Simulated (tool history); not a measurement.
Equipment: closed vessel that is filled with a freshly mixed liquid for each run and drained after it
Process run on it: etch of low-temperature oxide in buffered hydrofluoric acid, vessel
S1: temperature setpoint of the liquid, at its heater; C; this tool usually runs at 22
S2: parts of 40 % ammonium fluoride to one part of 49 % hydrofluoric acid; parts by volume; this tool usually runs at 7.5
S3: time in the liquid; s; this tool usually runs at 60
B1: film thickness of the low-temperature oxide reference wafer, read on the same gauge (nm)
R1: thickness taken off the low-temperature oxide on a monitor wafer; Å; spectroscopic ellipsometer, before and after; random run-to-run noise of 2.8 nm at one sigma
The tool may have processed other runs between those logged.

Run 1, hour 0: usual settings; B1 134.29. Result: R1 3070.7 Å.
Run 2, hour 28.5: usual settings but S2 6 parts by volume; B1 134.24. Result: R1 3799.9 Å.
Run 3, hour 62.3: usual settings but S1 25.5 C; B1 134.21. Result: R1 3734.2 Å.
Run 4, hour 120.6: usual settings but S1 25.5 C; B1 134.19. Result: R1 3690.3 Å.
Run 5, hour 188.1: usual settings but S1 24.5 C, S3 85 s; B1 134.15. Result: R1 5035.1 Å.
Run 6, hour 213.5: usual settings but S1 24.5 C, S3 85 s; B1 134.11. Result: R1 5003.8 Å.
At hour 219.5: thermometer replaced.
Run 7, hour 241.8: usual settings but S1 24.5 C, S3 85 s; B1 134.07. Result: R1 4966.1 Å.
Run 8, hour 298.7: usual settings; B1 134.06. Result: R1 3056.5 Å.
Run 9, hour 342.6: usual settings; B1 134.04. Result: R1 3083.4 Å.
Run 10, hour 411.5: usual settings but S3 45 s; B1 133.98. Result: R1 2281.8 Å.
At hour 444.2: gauge calibrated.
Run 11, hour 480.7: usual settings; B1 139.83. Result: R1 3210.5 Å.
Run 12, hour 547.7: usual settings but S1 23.5 C, S3 40 s; B1 139.29. Result: R1 2309.4 Å.
Run 13, hour 581.2: usual settings but S2 10 parts by volume, S3 85 s; B1 139.02. Result: R1 3429 Å.
Run 14, hour 613.8: usual settings but S3 50 s; B1 138.74. Result: R1 2669.8 Å.
Run 15, hour 643.2: usual settings but S3 90 s; B1 138.52. Result: R1 4794.8 Å.
Run 16, hour 675.2: usual settings but S2 5 parts by volume; B1 138.29. Result: R1 4514.3 Å.
At hour 688.1: hydrofluoric acid flow meter replaced.
Run 17, hour 718.7: usual settings but S3 40 s; B1 138.02. Result: R1 2083.9 Å.
Run 18, hour 784.4: usual settings but S3 90 s; B1 137.57. Result: R1 4684 Å.
Run 19, hour 962.8: usual settings but S1 25 C, S3 70 s; B1 136.6. Result: R1 4280.5 Å.
Run 20, hour 1062.6: usual settings but S1 25 C, S2 9.5 parts by volume, S3 75 s; B1 136.08. Result: R1 3660.4 Å.
Run 21, hour 1115.3: usual settings but S1 26 C, S2 10 parts by volume, S3 40 s; B1 135.85. Result: R1 2026.6 Å.
Run 22, hour 1176.6: usual settings but S2 6.5 parts by volume, S3 30 s; B1 135.6. Result: R1 1767.3 Å.
Run 23, hour 1201.1: usual settings but S3 30 s; B1 135.52. Result: R1 1558.7 Å.
At hour 1219.8: thermometer replaced.
Run 24, hour 1231.1: usual settings but S1 23.5 C, S2 5.5 parts by volume; B1 135.37. Result: R1 4457.1 Å.
Run 25, hour 1269.2: usual settings; B1 135.27. Result: R1 3086.5 Å.
Run 26, hour 1318.4: usual settings; B1 135.09. Result: R1 3106.1 Å.
Run 27, hour 1350.4: usual settings but S2 9 parts by volume, S3 40 s; B1 134.97. Result: R1 1703.6 Å.
Run 28, hour 1401.4: usual settings but S1 19.5 C; B1 134.83. Result: R1 2714.2 Å.
Run 29, hour 1449.3: usual settings but S1 19.5 C, S2 6 parts by volume, S3 80 s; B1 134.7. Result: R1 4333.8 Å.
Run 30, hour 1479: usual settings but S1 20.5 C, S2 9.5 parts by volume; B1 134.64. Result: R1 2262.6 Å.
Run 31, hour 1548.1: usual settings; B1 134.41. Result: R1 3015.5 Å.
Run 32, hour 1596.5: usual settings but S1 18.5 C, S2 5.5 parts by volume, S3 30 s; B1 134.33. Result: R1 1664.2 Å.

State the hidden condition of the tool at each of the runs:
liquid colder than its thermometer reads (K): 0 on each run
hydrofluoric acid flow above the setpoint (%): 0 on each run
H1: gauge reads high (%)
run      H1
  1   -4.09
  2   -4.11
  3   -4.13
  4   -4.16
  5    -4.2
  6   -4.21
  7   -4.22
  8   -4.25
  9   -4.27
 10    -4.3
 11  -0.109
 12  -0.516
 13  -0.708
 14  -0.888
 15   -1.04
 16   -1.21
 17   -1.42
 18   -1.73
 19   -2.44
 20   -2.79
 21   -2.95
 22   -3.13
 23    -3.2
 24   -3.28
 25   -3.38
 26    -3.5
 27   -3.58
 28   -3.69
 29   -3.79
 30   -3.85
 31   -3.99
 32   -4.07

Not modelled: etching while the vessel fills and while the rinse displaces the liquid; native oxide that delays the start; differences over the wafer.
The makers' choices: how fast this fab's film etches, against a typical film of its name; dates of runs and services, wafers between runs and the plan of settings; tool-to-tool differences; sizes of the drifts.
